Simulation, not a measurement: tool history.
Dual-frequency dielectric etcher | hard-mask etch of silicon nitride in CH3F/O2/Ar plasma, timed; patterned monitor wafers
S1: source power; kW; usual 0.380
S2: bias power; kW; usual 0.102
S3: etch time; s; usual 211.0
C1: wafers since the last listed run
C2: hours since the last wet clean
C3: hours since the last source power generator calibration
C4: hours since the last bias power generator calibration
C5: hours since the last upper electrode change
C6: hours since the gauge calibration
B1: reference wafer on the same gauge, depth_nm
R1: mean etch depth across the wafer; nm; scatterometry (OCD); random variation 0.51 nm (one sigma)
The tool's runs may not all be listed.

| run | hour | S1 | S2 | S3 | C1 | C2 | C3 | C4 | C5 | C6 | B1 | R1 |
|---|---|---|---|---|---|---|---|---|---|---|---|---|
| 1 | 0.0 | 0.380 | 0.102 | 211.0 | 0 | 476.9 | 3445.5 | 3018.0 | 5004.6 | 555.8 | 147.0 | 163.5 |
| 2 | 25.4 | 0.380 | 0.102 | 211.0 | 149 | 502.3 | 3470.9 | 3043.4 | 5030.0 | 581.2 | 147.0 | 163.5 |
|  | 74.2 | gauge calibrated |
|  | 96.6 | wet clean of the chamber |
| 3 | 97.1 | 0.380 | 0.090 | 211.0 | 281 | 0.5 | 3542.6 | 3115.1 | 5101.7 | 22.9 | 147.1 | 155.3 |
| 4 | 156.6 | 0.380 | 0.102 | 211.0 | 350 | 60.0 | 3602.1 | 3174.6 | 5161.2 | 82.4 | 147.0 | 161.0 |
| 5 | 210.1 | 0.380 | 0.102 | 211.0 | 315 | 113.5 | 3655.6 | 3228.1 | 5214.7 | 135.9 | 147.1 | 162.2 |
| 6 | 272.1 | 0.380 | 0.084 | 187.0 | 365 | 175.5 | 3717.6 | 3290.1 | 5276.7 | 197.9 | 147.0 | 135.2 |
| 7 | 307.0 | 0.380 | 0.085 | 211.0 | 205 | 210.4 | 3752.5 | 3325.0 | 5311.6 | 232.8 | 146.9 | 153.4 |
| 8 | 377.6 | 0.380 | 0.102 | 244.5 | 416 | 281.0 | 3823.1 | 3395.6 | 5382.2 | 303.4 | 147.0 | 187.4 |
| 9 | 401.9 | 0.380 | 0.102 | 244.5 | 143 | 305.3 | 3847.4 | 3419.9 | 5406.5 | 327.7 | 147.0 | 188.6 |
| 10 | 465.0 | 0.420 | 0.102 | 211.0 | 371 | 368.4 | 3910.5 | 3483.0 | 5469.6 | 390.8 | 147.0 | 172.0 |
|  | 493.6 | upper electrode replaced |
| 11 | 517.5 | 0.350 | 0.121 | 211.0 | 167 | 420.9 | 3963.0 | 3535.5 | 23.9 | 443.3 | 147.1 | 164.3 |
| 12 | 542.2 | 0.440 | 0.102 | 211.0 | 145 | 445.6 | 3987.7 | 3560.2 | 48.6 | 468.0 | 146.9 | 176.8 |
| 13 | 598.0 | 0.430 | 0.084 | 261.5 | 328 | 501.4 | 4043.5 | 3616.0 | 104.4 | 523.8 | 147.0 | 204.2 |
|  | 623.7 | bias power generator calibrated |
|  | 628.3 | gauge calibrated |
| 14 | 669.3 | 0.320 | 0.102 | 211.0 | 396 | 572.7 | 4114.8 | 45.6 | 175.7 | 41.0 | 147.0 | 149.4 |
| 15 | 739.0 | 0.380 | 0.102 | 211.0 | 410 | 642.4 | 4184.5 | 115.3 | 245.4 | 110.7 | 147.0 | 165.2 |
|  | 788.4 | wet clean of the chamber |
|  | 792.4 | source power generator calibrated |
| 16 | 809.1 | 0.380 | 0.102 | 211.0 | 248 | 20.7 | 16.7 | 185.4 | 315.5 | 180.8 | 147.1 | 160.8 |
| 17 | 875.6 | 0.440 | 0.083 | 233.5 | 391 | 87.2 | 83.2 | 251.9 | 382.0 | 247.3 | 147.0 | 181.3 |
| 18 | 939.4 | 0.380 | 0.102 | 159.5 | 376 | 151.0 | 147.0 | 315.7 | 445.8 | 311.1 | 147.0 | 122.6 |
| 19 | 1008.9 | 0.380 | 0.102 | 211.0 | 409 | 220.5 | 216.5 | 385.2 | 515.3 | 380.6 | 147.0 | 161.6 |

Forecast run 20:
| 20 | 1053.2 | 0.300 | 0.102 | 211.0 | 261 | 264.8 | 260.8 | 429.5 | 559.6 | 424.9 | ? | ? |

Run 20 gave B1 147.1, R1 142.2 nm.
Without the tool's hidden state the same run would have given R1 140.8 nm.
